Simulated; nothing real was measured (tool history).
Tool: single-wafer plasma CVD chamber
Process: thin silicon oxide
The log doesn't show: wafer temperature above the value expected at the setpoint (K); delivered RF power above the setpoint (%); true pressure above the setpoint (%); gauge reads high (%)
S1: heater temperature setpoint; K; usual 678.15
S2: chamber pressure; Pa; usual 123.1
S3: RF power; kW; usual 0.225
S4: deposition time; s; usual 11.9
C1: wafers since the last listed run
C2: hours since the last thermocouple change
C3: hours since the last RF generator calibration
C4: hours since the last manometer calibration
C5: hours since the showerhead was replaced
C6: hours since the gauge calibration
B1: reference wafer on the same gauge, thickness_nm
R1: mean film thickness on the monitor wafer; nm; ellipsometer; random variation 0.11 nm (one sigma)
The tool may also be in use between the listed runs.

Run 1, hour 0: usual settings but S2 112.1 Pa; C1 0; C2 220.8; C3 1342.8; C4 156.7; C5 1787.3; C6 2799.7; B1 20.631. Result: R1 21.885 nm.
Run 2, hour 233.2: usual settings but S2 112.1 Pa; C1 11002; C2 454; C3 1576; C4 389.9; C5 2020.5; C6 3032.9; B1 20.567. Result: R1 21.746 nm.
Run 3, hour 280.6: usual settings; C1 2236; C2 501.4; C3 1623.4; C4 437.3; C5 2067.9; C6 3080.3; B1 20.615. Result: R1 22.826 nm.
Run 4, hour 336.8: usual settings; C1 2651; C2 557.6; C3 1679.6; C4 493.5; C5 2124.1; C6 3136.5; B1 20.611. Result: R1 22.961 nm.
Run 5, hour 393.2: usual settings but S1 687.15 K, S3 0.25 kW; C1 2660; C2 614; C3 1736; C4 549.9; C5 2180.5; C6 3192.9; B1 20.606. Result: R1 24.075 nm.
At hour 413.8: RF generator calibrated.
Run 6, hour 436.3: usual settings; C1 1656; C2 657.1; C3 22.5; C4 593; C5 2223.6; C6 3236; B1 20.626. Result: R1 23.665 nm.
Run 7, hour 543.8: usual settings but S1 683.15 K, S3 0.195 kW, S4 13.6 s; C1 5071; C2 764.6; C3 130; C4 700.5; C5 2331.1; C6 3343.5; B1 20.662. Result: R1 25.256 nm.
Run 8, hour 621.9: usual settings but S1 692.15 K, S2 134.1 Pa, S3 0.185 kW, S4 13.5 s; C1 3684; C2 842.7; C3 208.1; C4 778.6; C5 2409.2; C6 3421.6; B1 20.594. Result: R1 25.259 nm.
Run 9, hour 674.3: usual settings; C1 2472; C2 895.1; C3 260.5; C4 831; C5 2461.6; C6 3474; B1 20.608. Result: R1 23.333 nm.
Run 10, hour 778.6: usual settings; C1 4920; C2 999.4; C3 364.8; C4 935.3; C5 2565.9; C6 3578.3; B1 20.614. Result: R1 23.274 nm.
Run 11, hour 819.7: usual settings; C1 1939; C2 1040.5; C3 405.9; C4 976.4; C5 2607; C6 3619.4; B1 20.557. Result: R1 23.317 nm.
At hour 857.7: capacitance manometer re-zeroed and calibrated.
Run 12, hour 877.1: usual settings but S3 0.19 kW, S4 13.9 s; C1 2330; C2 1097.9; C3 463.3; C4 19.4; C5 2664.4; C6 3676.8; B1 20.583. Result: R1 25.271 nm.
At hour 885.6: gauge calibrated.
At hour 968.2: showerhead replaced.
Run 13, hour 971.1: usual settings but S2 109.6 Pa, S3 0.195 kW, S4 13 s; C1 4057; C2 1191.9; C3 557.3; C4 113.4; C5 2.9; C6 85.5; B1 20.593. Result: R1 22.32 nm.
Run 14, hour 1061.8: usual settings but S2 99.5 Pa, S4 13 s; C1 4279; C2 1282.6; C3 648; C4 204.1; C5 93.6; C6 176.2; B1 20.587. Result: R1 22.577 nm.
Run 15, hour 1139.5: usual settings but S2 131.6 Pa, S3 0.195 kW, S4 10.4 s; C1 3665; C2 1360.3; C3 725.7; C4 281.8; C5 171.3; C6 253.9; B1 20.643. Result: R1 19.729 nm.
Run 16, hour 1229: usual settings but S2 137.3 Pa, S3 0.245 kW; C1 4222; C2 1449.8; C3 815.2; C4 371.3; C5 260.8; C6 343.4; B1 20.605. Result: R1 25.581 nm.
Run 17, hour 1307.3: usual settings but S1 674.15 K, S2 96.1 Pa, S3 0.245 kW, S4 13.4 s; C1 3694; C2 1528.1; C3 893.5; C4 449.6; C5 339.1; C6 421.7; B1 20.606. Result: R1 23.542 nm.
Run 18, hour 1352.6: usual settings; C1 2137; C2 1573.4; C3 938.8; C4 494.9; C5 384.4; C6 467; B1 20.633. Result: R1 23.098 nm.
Run 19, hour 1426.2: usual settings but S2 138.3 Pa; C1 3472; C2 1647; C3 1012.4; C4 568.5; C5 458; C6 540.6; B1 20.617. Result: R1 24.596 nm.
Run 20, hour 1520.3: usual settings but S2 142.4 Pa; C1 4439; C2 1741.1; C3 1106.5; C4 662.6; C5 552.1; C6 634.7; B1 20.584. Result: R1 25.095 nm.
Run 21, hour 1618.3: usual settings but S1 690.15 K, S3 0.205 kW, S4 10.2 s; C1 4623; C2 1839.1; C3 1204.5; C4 760.6; C5 650.1; C6 732.7; B1 20.587. Result: R1 18.677 nm.
Run 22, hour 1654.4: usual settings but S2 139.9 Pa, S3 0.195 kW; C1 1703; C2 1875.2; C3 1240.6; C4 796.7; C5 686.2; C6 768.8; B1 20.612. Result: R1 22.898 nm.
Run 23, hour 1733.3: usual settings; C1 3722; C2 1954.1; C3 1319.5; C4 875.6; C5 765.1; C6 847.7; B1 20.592. Result: R1 23.078 nm.
At hour 1815.6: capacitance manometer re-zeroed and calibrated.
Run 24, hour 1944.6: usual settings but S4 13.8 s; C1 9591; C2 2165.4; C3 1530.8; C4 129; C5 976.4; C6 1059; B1 20.574. Result: R1 26.576 nm.
Run 25, hour 2051.9: usual settings but S3 0.2 kW, S4 9.8 s; C1 5062; C2 2272.7; C3 1638.1; C4 236.3; C5 1083.7; C6 1166.3; B1 20.622. Result: R1 17.823 nm.
Run 26, hour 2145.8: usual settings; C1 4430; C2 2366.6; C3 1732; C4 330.2; C5 1177.6; C6 1260.2; B1 20.609. Result: R1 22.848 nm.
At hour 2174.9: thermocouple changed; heater temperature recalibrated.
At hour 2214.3: RF generator calibrated.
Run 27, hour 2242.1: usual settings but S1 664.15 K; C1 3788; C2 67.2; C3 27.8; C4 426.5; C5 1273.9; C6 1356.5; B1 20.615. Result: R1 24.022 nm.

The same runs without the tool's hidden state, with the same run-to-run variation:
run      R1
  1  22.474
  2  22.433
  3  23.569
  4  23.736
  5  24.905
  6  23.781
  7  25.442
  8  25.484
  9  23.548
 10  23.532
 11  23.593
 12  25.623
 13  22.672
 14  22.945
 15  20.107
 16  26.077
 17  24.033
 18    23.6
 19  25.164
 20   25.72
 21  19.216
 22  23.577
 23  23.747
 24  27.463
 25  18.499
 26  23.707
 27  24.088
